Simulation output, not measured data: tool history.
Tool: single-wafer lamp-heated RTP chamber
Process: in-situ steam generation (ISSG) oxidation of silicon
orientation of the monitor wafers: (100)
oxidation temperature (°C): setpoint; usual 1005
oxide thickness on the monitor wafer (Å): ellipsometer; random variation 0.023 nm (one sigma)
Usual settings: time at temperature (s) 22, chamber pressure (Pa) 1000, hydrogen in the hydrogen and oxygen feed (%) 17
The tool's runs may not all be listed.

run,day,oxidation temperature (°C),time at temperature (s),chamber pressure (Pa),hydrogen in the hydrogen and oxygen feed (%),"read-back reference wafer on the same gauge, thickness",oxide thickness on the monitor wafer (Å)
1,0.000,1005,24,1000,17,6.812,60.20
2,3.196,1005,24,1000,17,6.812,60.42
3,4.808,1005,22,920,17,6.815,57.78
4,6.596,1005,22,920,17,6.802,57.54
5,8.633,1005,22,1000,14,6.809,55.70
6,12.867,1005,22,1000,14,6.810,55.84
7,16.096,1005,22,1000,23,6.810,62.94
# day 19.867: pyrometer window cleaned and pyrometer calibrated
8,19.971,1005,18,1000,17,6.806,53.79
# day 20.379: hydrogen flow controller replaced
# day 20.967: pressure gauge zeroed
9,22.617,1005,19,920,17,6.811,55.54
# day 24.808: pyrometer window cleaned and pyrometer calibrated, repeated, since the last time left the tool worse
10,24.958,1023,16,1080,22,6.810,57.11
11,26.700,1005,22,1000,17,6.812,57.58
# day 27.079: gauge calibrated
12,31.325,986,22,1133,25,6.818,58.20
13,34.592,997,19,1000,17,6.804,52.30
14,38.721,1005,29,920,17,6.816,66.49

The same runs without the tool's hidden state, with the same run-to-run variation:
The hidden state here: true wafer temperature minus pyrometer reading, K; true pressure minus gauge reading, Torr; deviation of the hydrogen flow from its setpoint, %; gauge reads high (%).
run,oxide thickness on the monitor wafer (Å)
1,60.03
2,60.15
3,57.47
4,57.15
5,55.23
6,55.11
7,61.86
8,51.89
9,53.53
10,56.81
11,57.28
12,57.87
13,51.93
14,65.72

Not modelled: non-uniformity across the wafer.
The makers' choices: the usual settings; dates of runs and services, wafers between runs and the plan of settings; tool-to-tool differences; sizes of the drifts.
